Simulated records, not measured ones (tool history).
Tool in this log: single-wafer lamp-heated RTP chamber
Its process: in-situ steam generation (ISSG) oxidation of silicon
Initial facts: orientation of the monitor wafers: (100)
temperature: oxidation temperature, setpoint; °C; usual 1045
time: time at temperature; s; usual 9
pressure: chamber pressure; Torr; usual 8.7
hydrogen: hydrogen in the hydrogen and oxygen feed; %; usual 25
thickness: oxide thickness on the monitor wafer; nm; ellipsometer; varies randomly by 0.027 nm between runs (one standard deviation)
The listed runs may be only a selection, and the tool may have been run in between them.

run,hour,temperature,time,pressure,hydrogen,"read-back reference wafer on the same gauge, thickness",thickness
1,0,1045,9,8.7,25,4.538,5.068
2,32.6,1045,9,8.7,25,4.544,5.115
3,65,1055,9,8.7,25,4.537,5.301
4,89.7,1055,9,8.7,25,4.535,5.296
# hour 118: pyrometer window cleaned and pyrometer calibrated
5,196.7,1055,9,8.7,25,4.555,5.316
# hour 215: gauge calibrated
6,265.5,1045,7,8.7,25,4.546,4.507
7,327.9,1045,7,8.7,25,4.535,4.526
8,368.1,1052,9,8.7,25,4.543,5.271
# hour 412.4: pyrometer window cleaned and pyrometer calibrated
# hour 415.5: pressure gauge zeroed
9,416.5,1052,9,8.7,25,4.532,5.051
10,460.9,1045,9,8.7,25,4.528,4.936
11,510.4,1045,9,8.7,25,4.545,5.062
12,582.2,1045,9,8.7,25,4.535,5.125
13,613.7,1045,12,8.7,25,4.546,5.858
14,670,1057,6,7.9,32,4.538,4.795
# hour 682: pyrometer window cleaned and pyrometer calibrated
15,724.6,1027,11,8.7,25,4.535,5.08
# hour 762.8: hydrogen flow controller replaced
16,791.3,1045,11,9.2,25,4.539,5.512
17,858.5,1045,9,8.7,25,4.539,5.098
# hour 894.5: gauge calibrated
# hour 918.8: pyrometer window cleaned and pyrometer calibrated
18,919.3,1045,9,8.7,25,4.539,4.897
19,971.7,1050,7,8.7,32,4.55,4.815
20,1018.1,1045,7,8.7,28,4.542,4.616
21,1082.6,1045,9,8.7,25,4.539,5.029
22,1119.2,1045,9,8.7,25,4.542,5.097
23,1173.3,1045,10,8.7,25,4.539,5.372
# hour 1186.3: pyrometer window cleaned and pyrometer calibrated
24,1229.2,1050,9,9.9,29,4.543,5.152
25,1272,1045,9,7.5,16,4.549,4.471
26,1331.5,1045,9,8.7,25,4.543,5.072

Below are 3 alternative next runs, each starting from the tool's condition after run 26. Predict each:
A,1331.9,1064,9,8.7,25,?,?
B,1331.9,1055,9,8.7,21,?,?
C,1331.9,1056,9,7.5,31,?,?

run,"read-back reference wafer on the same gauge, thickness",thickness
A,4.537,5.546
B,4.537,5.071
C,4.537,5.72
Without the tool's hidden state the same runs would have given:
run,thickness
A,5.284
B,4.843
C,5.463
